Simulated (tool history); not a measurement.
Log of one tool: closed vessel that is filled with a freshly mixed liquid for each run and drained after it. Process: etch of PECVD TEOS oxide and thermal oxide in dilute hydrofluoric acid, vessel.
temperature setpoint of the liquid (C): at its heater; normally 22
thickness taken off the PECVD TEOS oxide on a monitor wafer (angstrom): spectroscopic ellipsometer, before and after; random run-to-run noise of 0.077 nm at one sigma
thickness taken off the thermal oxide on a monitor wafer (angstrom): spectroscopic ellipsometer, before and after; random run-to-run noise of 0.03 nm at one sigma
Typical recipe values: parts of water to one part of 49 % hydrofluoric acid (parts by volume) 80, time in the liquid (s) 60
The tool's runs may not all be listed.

run	day	temperature setpoint of the liquid (C)	parts of water to one part of 49 % hydrofluoric acid (parts by volume)	time in the liquid (s)	wafers since the last listed run	hours since the thermometer was replaced	hours since the hydrofluoric acid flow meter was replaced	hours since the gauge calibration	read-back film thickness of the PECVD TEOS oxide reference wafer, read on the same gauge (nm)	read-back film thickness of the thermal oxide reference wafer, read on the same gauge (nm)	thickness taken off the PECVD TEOS oxide on a monitor wafer (angstrom)	thickness taken off the thermal oxide on a monitor wafer (angstrom)
1	0	22	80	60	0	534.2	538.9	239.6	119.99	59.989	209.9	36.71
2	1.996	22	80	60	6774	582.1	586.8	287.5	120.01	59.987	211.9	37.22
# day 2.821: hydrofluoric acid flow meter replaced
3	3.05	22	90	60	3436	607.4	5.5	312.8	119.97	60.012	178.2	31.32
4	5.688	22	90	60	8952	670.7	68.8	376.1	119.98	59.985	178.6	31.61
5	7.908	25.5	80	60	7538	724	122.1	429.4	119.98	59.986	234.8	41.16
6	10.342	22	80	45	8259	782.4	180.5	487.8	119.98	59.991	153.6	26.96
7	12.533	22	65	60	7439	835	233.1	540.4	120.02	60	257.3	44.52
8	15.083	22	80	60	8655	896.2	294.3	601.6	120	60.017	204.9	35.92
# day 19.862: gauge calibrated
9	20.325	22	110	80	17792	1022	420.1	11.1	119.99	59.997	193.7	33.75
10	21.975	22	80	60	5600	1061.6	459.7	50.7	120.04	59.966	206.7	36.43
11	23.567	17	80	60	5402	1099.8	497.9	88.9	120.03	59.991	166.6	29.23
# day 23.917: hydrofluoric acid flow meter replaced
12	25.854	22	60	80	7623	1154.7	46.5	143.8	119.99	60.041	361.2	63.8
13	27.183	24.5	55	60	4511	1186.6	78.4	175.7	120.01	60.016	330.7	58.41
14	29.638	22	115	60	8330	1245.5	137.3	234.6	119.99	60.024	133.7	23.71
15	32.321	17	40	45	9108	1309.9	201.7	299	119.98	59.983	252.5	44.72
# day 34.671: thermometer replaced
16	34.954	25.5	80	60	8797	6.8	264.9	362.2	120	60.018	241.1	42.75
17	36.288	20.5	50	75	4525	38.8	296.9	394.2	120.02	59.976	408.9	71.51
18	41.15	26.5	50	90	16505	155.5	413.6	510.9	120.01	60.02	632.8	112.31
19	42.646	22	80	60	5077	191.4	449.5	546.8	119.99	60.001	210.1	36.89
20	44.525	17	100	95	6378	236.5	494.6	591.9	119.99	59.993	214.1	37.36
# day 44.875: hydrofluoric acid flow meter replaced
21	46.812	25	80	60	7623	291.4	46.5	646.8	120	60.015	230.4	40.31

Below, some changes in thickness taken off the PECVD TEOS oxide on a monitor wafer (angstrom) between adjacent runs. For each, the amount present without the hidden state too (settings, incoming material, random variation) and the amount remaining for the hidden state with gauge scatter not shared by both compared results:
Unlogged tool condition in this case: liquid colder than its thermometer reads (K); hydrofluoric acid flow above the setpoint (%); gauge reads high (%).
Run 11 -> 12: temperature setpoint of the liquid (C) 17 -> 22, parts of water to one part of 49 % hydrofluoric acid (parts by volume) 80 -> 60, time in the liquid (s) 60 -> 80, hydrofluoric acid flow meter replaced. thickness taken off the PECVD TEOS oxide on a monitor wafer (angstrom) +194.6: hidden state -12.4, all else +207.
Run 15 -> 16: temperature setpoint of the liquid (C) 17 -> 25.5, parts of water to one part of 49 % hydrofluoric acid (parts by volume) 40 -> 80, time in the liquid (s) 45 -> 60, thermometer replaced. thickness taken off the PECVD TEOS oxide on a monitor wafer (angstrom) -11.4: hidden state +12.1, all else -23.5.
Run 17 -> 18: temperature setpoint of the liquid (C) 20.5 -> 26.5, time in the liquid (s) 75 -> 90. thickness taken off the PECVD TEOS oxide on a monitor wafer (angstrom) +223.9: hidden state +7, all else +216.9.
Run 18 -> 19: temperature setpoint of the liquid (C) 26.5 -> 22, parts of water to one part of 49 % hydrofluoric acid (parts by volume) 50 -> 80, time in the liquid (s) 90 -> 60. thickness taken off the PECVD TEOS oxide on a monitor wafer (angstrom) -422.7: hidden state -8.9, all else -413.8.
